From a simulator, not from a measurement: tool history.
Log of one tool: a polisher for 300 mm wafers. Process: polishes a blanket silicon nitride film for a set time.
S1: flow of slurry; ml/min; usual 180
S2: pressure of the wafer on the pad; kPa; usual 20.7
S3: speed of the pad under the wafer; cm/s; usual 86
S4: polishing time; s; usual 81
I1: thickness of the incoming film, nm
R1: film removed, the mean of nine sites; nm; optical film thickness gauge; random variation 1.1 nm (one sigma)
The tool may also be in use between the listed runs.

{"run": 1, "hour": 0.0, "S1": 180, "S2": 20.7, "S3": 86, "S4": 81, "I1": 479.3, "R1": 105.1}
{"run": 2, "hour": 19.5, "S1": 180, "S2": 20.7, "S3": 86, "S4": 81, "I1": 481.4, "R1": 105.3}
{"run": 3, "hour": 103.2, "S1": 180, "S2": 20.7, "S3": 86, "S4": 81, "I1": 483.9, "R1": 106.9}
{"run": 4, "hour": 115.9, "S1": 180, "S2": 24.8, "S3": 86, "S4": 81, "I1": 483.8, "R1": 127.6}
{"run": 5, "hour": 131.8, "S1": 180, "S2": 24.8, "S3": 86, "S4": 81, "I1": 469.3, "R1": 128.6}
{"run": 6, "hour": 144.9, "S1": 180, "S2": 20.7, "S3": 86, "S4": 81, "I1": 478.5, "R1": 105.4}
{"run": 7, "hour": 157.1, "S1": 180, "S2": 20.7, "S3": 86, "S4": 81, "I1": 481.3, "R1": 107.9}
{"hour": 160.4, "done": "slurry nozzle cleaned"}
{"hour": 162.9, "done": "worn pad replaced by a new one"}
{"run": 8, "hour": 171.1, "S1": 180, "S2": 20.7, "S3": 78, "S4": 81, "I1": 483.9, "R1": 100.2}
{"hour": 177.4, "done": "head pressure recalibrated"}
{"run": 9, "hour": 193.3, "S1": 140, "S2": 24.8, "S3": 86, "S4": 63, "I1": 485.6, "R1": 86.0}
{"run": 10, "hour": 215.2, "S1": 215, "S2": 20.7, "S3": 86, "S4": 81, "I1": 473.4, "R1": 99.0}
{"run": 11, "hour": 246.8, "S1": 180, "S2": 20.7, "S3": 78, "S4": 81, "I1": 474.2, "R1": 90.8}
{"run": 12, "hour": 259.9, "S1": 140, "S2": 24.8, "S3": 86, "S4": 63, "I1": 489.1, "R1": 86.5}
{"run": 13, "hour": 279.9, "S1": 145, "S2": 26.9, "S3": 78, "S4": 90, "I1": 491.2, "R1": 127.9}
{"run": 14, "hour": 315.3, "S1": 240, "S2": 26.2, "S3": 86, "S4": 72, "I1": 477.4, "R1": 117.0}
{"hour": 335.7, "done": "worn pad replaced by a new one"}
{"run": 15, "hour": 341.2, "S1": 180, "S2": 18.6, "S3": 100, "S4": 81, "I1": 473.4, "R1": 101.6}
{"run": 16, "hour": 370.8, "S1": 235, "S2": 20.7, "S3": 102, "S4": 81, "I1": 472.0, "R1": 119.2}

The tool's hidden state at each run:
removal rate lost through wear of the pad, %: 0 in every run
slurry flow missing at the pad, %: 0 in every run
H1: deviation of the head's pressure from its setpoint, %
run=1 H1=11.8
run=2 H1=11.8
run=3 H1=12
run=4 H1=12
run=5 H1=12.1
run=6 H1=12.1
run=7 H1=12.1
run=8 H1=12.1
run=9 H1=0.429
run=10 H1=1.23
run=11 H1=2.3
run=12 H1=2.71
run=13 H1=3.31
run=14 H1=4.27
run=15 H1=4.91
run=16 H1=5.59

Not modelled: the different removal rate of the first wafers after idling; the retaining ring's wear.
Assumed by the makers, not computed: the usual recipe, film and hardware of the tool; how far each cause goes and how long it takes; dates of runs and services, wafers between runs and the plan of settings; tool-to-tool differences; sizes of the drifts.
